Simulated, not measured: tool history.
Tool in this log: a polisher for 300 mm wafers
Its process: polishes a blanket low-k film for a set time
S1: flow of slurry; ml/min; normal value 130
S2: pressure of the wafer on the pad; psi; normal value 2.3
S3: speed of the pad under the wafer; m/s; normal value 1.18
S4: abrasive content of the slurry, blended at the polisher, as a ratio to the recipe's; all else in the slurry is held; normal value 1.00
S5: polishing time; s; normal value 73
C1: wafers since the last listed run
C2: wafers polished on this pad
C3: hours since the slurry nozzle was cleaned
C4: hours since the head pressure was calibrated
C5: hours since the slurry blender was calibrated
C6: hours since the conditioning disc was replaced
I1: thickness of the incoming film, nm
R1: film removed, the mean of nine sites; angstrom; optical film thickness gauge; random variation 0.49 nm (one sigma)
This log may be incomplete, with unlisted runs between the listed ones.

run	hour	S1	S2	S3	S4	S5	C1	C2	C3	C4	C5	C6	I1	R1
1	0.0	130	2.1	1.18	1.00	83	0	1467	559.5	557.9	248.4	386.7	630.1	264
# hour 38.0: worn pad replaced by a new one
2	43.2	130	2.1	1.18	1.00	83	434	57	602.7	601.1	291.6	429.9	648.2	294
# hour 51.8: conditioning disc replaced and pad reconditioned
3	107.9	130	2.3	1.18	1.25	73	694	752	667.4	665.8	356.3	56.1	639.0	303
4	143.6	130	2.3	1.18	1.25	73	395	1148	703.1	701.5	392.0	91.8	646.4	297
# hour 183.6: slurry blender recalibrated
# hour 186.4: worn pad replaced by a new one
5	287.5	130	2.3	1.18	1.25	73	1542	1120	847.0	845.4	103.9	235.7	642.8	283
# hour 320.2: worn pad replaced by a new one
6	344.2	130	2.3	1.18	1.00	73	584	265	903.7	902.1	160.6	292.4	638.4	274
7	389.7	130	2.3	1.18	1.00	73	504	770	949.2	947.6	206.1	337.9	637.7	265
# hour 412.0: slurry nozzle cleaned
8	419.7	130	2.3	1.18	1.00	73	321	1091	7.7	977.6	236.1	367.9	629.6	256
9	445.4	130	1.9	1.18	1.00	73	284	1376	33.4	1003.3	261.8	393.6	640.8	212
# hour 465.5: conditioning disc replaced and pad reconditioned
# hour 487.4: worn pad replaced by a new one
# hour 509.9: head pressure recalibrated
10	511.9	130	2.3	1.18	1.00	73	648	249	99.9	2.0	328.3	46.4	648.4	305
11	556.9	155	2.0	1.18	1.00	73	498	748	144.9	47.0	373.3	91.4	647.0	252
12	588.4	170	2.3	1.18	1.00	73	349	1097	176.4	78.5	404.8	122.9	642.5	271
# hour 622.3: slurry blender recalibrated
# hour 647.6: worn pad replaced by a new one
13	648.1	130	2.7	1.18	1.15	73	595	5	236.1	138.2	25.8	182.6	629.2	355
14	687.5	95	1.8	1.18	1.00	73	436	441	275.5	177.6	65.2	222.0	638.2	196
15	727.5	130	2.3	0.94	0.85	87	443	884	315.5	217.6	105.2	262.0	645.1	247
# hour 781.5: worn pad replaced by a new one
16	785.7	130	1.8	1.52	1.30	57	600	46	373.7	275.8	163.4	320.2	644.8	236

State the hidden condition of the tool at each of the runs:
slurry flow missing at the pad, %: 0, the same for each run
deviation of the head's pressure from its setpoint, %: 0, the same for each run
abrasive missing from the slurry, %: 0, the same for each run
H1: removal rate lost through wear of the pad, %
H2: time polished since the conditioner stopped cutting, s
run	H1	H2
1	14	436
2	2.9	442
3	11.9	242
4	13.7	308
5	12.1	447
6	5.17	471
7	10.3	484
8	12	490
9	12.8	494
10	5.86	201
11	10.9	288
12	12.6	333
13	2.3	393
14	9.66	420
15	13.2	440
16	2.08	460

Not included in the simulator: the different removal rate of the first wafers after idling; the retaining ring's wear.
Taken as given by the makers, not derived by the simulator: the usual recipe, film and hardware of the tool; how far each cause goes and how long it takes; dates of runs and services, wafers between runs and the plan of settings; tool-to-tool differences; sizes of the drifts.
